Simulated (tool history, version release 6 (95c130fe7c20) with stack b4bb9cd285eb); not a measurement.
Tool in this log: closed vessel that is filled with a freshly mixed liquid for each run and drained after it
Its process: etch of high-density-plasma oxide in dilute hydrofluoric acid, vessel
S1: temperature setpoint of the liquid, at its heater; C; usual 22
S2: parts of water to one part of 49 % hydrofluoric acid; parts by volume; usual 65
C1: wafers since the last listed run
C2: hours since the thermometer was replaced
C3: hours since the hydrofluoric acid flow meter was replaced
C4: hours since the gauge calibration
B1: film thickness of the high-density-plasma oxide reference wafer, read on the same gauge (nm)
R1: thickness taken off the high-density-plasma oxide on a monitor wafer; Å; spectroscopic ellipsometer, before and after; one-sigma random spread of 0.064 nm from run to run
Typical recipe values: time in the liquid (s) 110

run 1 hour=0 | S1=22 S2=65 time_in_the_liquid_(s)=110 | C1=0 C2=389.4 C3=1190.5 C4=272.7 | B1=59.99 | R1=79
run 2 hour=58 | S1=22 S2=65 time_in_the_liquid_(s)=110 | C1=4301 C2=447.4 C3=1248.5 C4=330.7 | B1=60.01 | R1=80
run 3 hour=126.8 | S1=22 S2=65 time_in_the_liquid_(s)=110 | C1=5102 C2=516.2 C3=1317.3 C4=399.5 | B1=60.01 | R1=80.1
run 4 hour=189.5 | S1=22 S2=65 time_in_the_liquid_(s)=110 | C1=4650 C2=578.9 C3=1380 C4=462.2 | B1=60 | R1=79.1
run 5 hour=265 | S1=22 S2=65 time_in_the_liquid_(s)=110 | C1=5599 C2=654.4 C3=1455.5 C4=537.7 | B1=60 | R1=80
run 6 hour=331.3 | S1=22 S2=65 time_in_the_liquid_(s)=110 | C1=4917 C2=720.7 C3=1521.8 C4=604 | B1=60.01 | R1=79.7
-- hour=408.4 thermometer replaced
run 7 hour=527.2 | S1=22 S2=65 time_in_the_liquid_(s)=110 | C1=14454 C2=118.8 C3=1717.7 C4=799.9 | B1=60 | R1=78.4
run 8 hour=612.7 | S1=22 S2=65 time_in_the_liquid_(s)=110 | C1=6341 C2=204.3 C3=1803.2 C4=885.4 | B1=60 | R1=80.4
run 9 hour=676.4 | S1=22 S2=65 time_in_the_liquid_(s)=110 | C1=4724 C2=268 C3=1866.9 C4=949.1 | B1=59.99 | R1=80.2
run 10 hour=723.2 | S1=22 S2=65 time_in_the_liquid_(s)=110 | C1=3470 C2=314.8 C3=1913.7 C4=995.9 | B1=59.98 | R1=79.2
run 11 hour=812.6 | S1=22 S2=65 time_in_the_liquid_(s)=110 | C1=6630 C2=404.2 C3=2003.1 C4=1085.3 | B1=60 | R1=78.2
run 12 hour=873.6 | S1=19 S2=85 time_in_the_liquid_(s)=80 | C1=4524 C2=465.2 C3=2064.1 C4=1146.3 | B1=60 | R1=38.4
run 13 hour=912.7 | S1=22 S2=65 time_in_the_liquid_(s)=110 | C1=2899 C2=504.3 C3=2103.2 C4=1185.4 | B1=59.97 | R1=79.4
-- hour=966.8 hydrofluoric acid flow meter replaced
run 14 hour=1018.3 | S1=26 S2=65 time_in_the_liquid_(s)=60 | C1=7757 C2=609.9 C3=51.5 C4=1291 | B1=60 | R1=51.8
-- hour=1081 gauge calibrated
run 15 hour=1094.2 | S1=22 S2=65 time_in_the_liquid_(s)=110 | C1=5629 C2=685.8 C3=127.4 C4=13.2 | B1=60.01 | R1=80.3
run 16 hour=1147.6 | S1=22 S2=75 time_in_the_liquid_(s)=135 | C1=3960 C2=739.2 C3=180.8 C4=66.6 | B1=59.99 | R1=84
-- hour=1175.5 thermometer replaced
run 17 hour=1235.2 | S1=22 S2=35 time_in_the_liquid_(s)=110 | C1=6422 C2=59.7 C3=268.4 C4=154.2 | B1=59.99 | R1=155
run 18 hour=1334 | S1=22 S2=65 time_in_the_liquid_(s)=110 | C1=7327 C2=158.5 C3=367.2 C4=253 | B1=60.02 | R1=79.9
run 19 hour=1389.5 | S1=20 S2=75 time_in_the_liquid_(s)=110 | C1=4116 C2=214 C3=422.7 C4=308.5 | B1=60 | R1=63.5
run 20 hour=1455.4 | S1=20 S2=55 time_in_the_liquid_(s)=90 | C1=4887 C2=279.9 C3=488.6 C4=374.4 | B1=60.02 | R1=71.3
run 21 hour=1538.3 | S1=19.5 S2=65 time_in_the_liquid_(s)=110 | C1=6148 C2=362.8 C3=571.5 C4=457.3 | B1=60.01 | R1=72.5
run 22 hour=1596 | S1=22 S2=50 time_in_the_liquid_(s)=45 | C1=4279 C2=420.5 C3=629.2 C4=515 | B1=60.02 | R1=43.2

5 options for the next run, each taken on its own from the tool as it stands now. Forecast them:
run A hour=1596.7 | S1=22 S2=65 time_in_the_liquid_(s)=50 | C1=51 C2=421.2 C3=629.9 C4=515.7 | B1=? | R1=?
run B hour=1596.7 | S1=24.5 S2=40 time_in_the_liquid_(s)=85 | C1=51 C2=421.2 C3=629.9 C4=515.7 | B1=? | R1=?
run C hour=1596.7 | S1=17.5 S2=50 time_in_the_liquid_(s)=170 | C1=51 C2=421.2 C3=629.9 C4=515.7 | B1=? | R1=?
run D hour=1596.7 | S1=18.5 S2=90 time_in_the_liquid_(s)=110 | C1=51 C2=421.2 C3=629.9 C4=515.7 | B1=? | R1=?
run E hour=1596.7 | S1=20.5 S2=65 time_in_the_liquid_(s)=110 | C1=51 C2=421.2 C3=629.9 C4=515.7 | B1=? | R1=?

run=A B1=59.97 R1=37
run=B B1=59.97 R1=117
run=C B1=59.97 R1=137.5
run=D B1=59.97 R1=49.3
run=E B1=59.97 R1=76.4
Stripped of hidden state, with their random variation kept, the same runs would have yielded:
run=A R1=37
run=B R1=117
run=C R1=137.5
run=D R1=49.3
run=E R1=76.4

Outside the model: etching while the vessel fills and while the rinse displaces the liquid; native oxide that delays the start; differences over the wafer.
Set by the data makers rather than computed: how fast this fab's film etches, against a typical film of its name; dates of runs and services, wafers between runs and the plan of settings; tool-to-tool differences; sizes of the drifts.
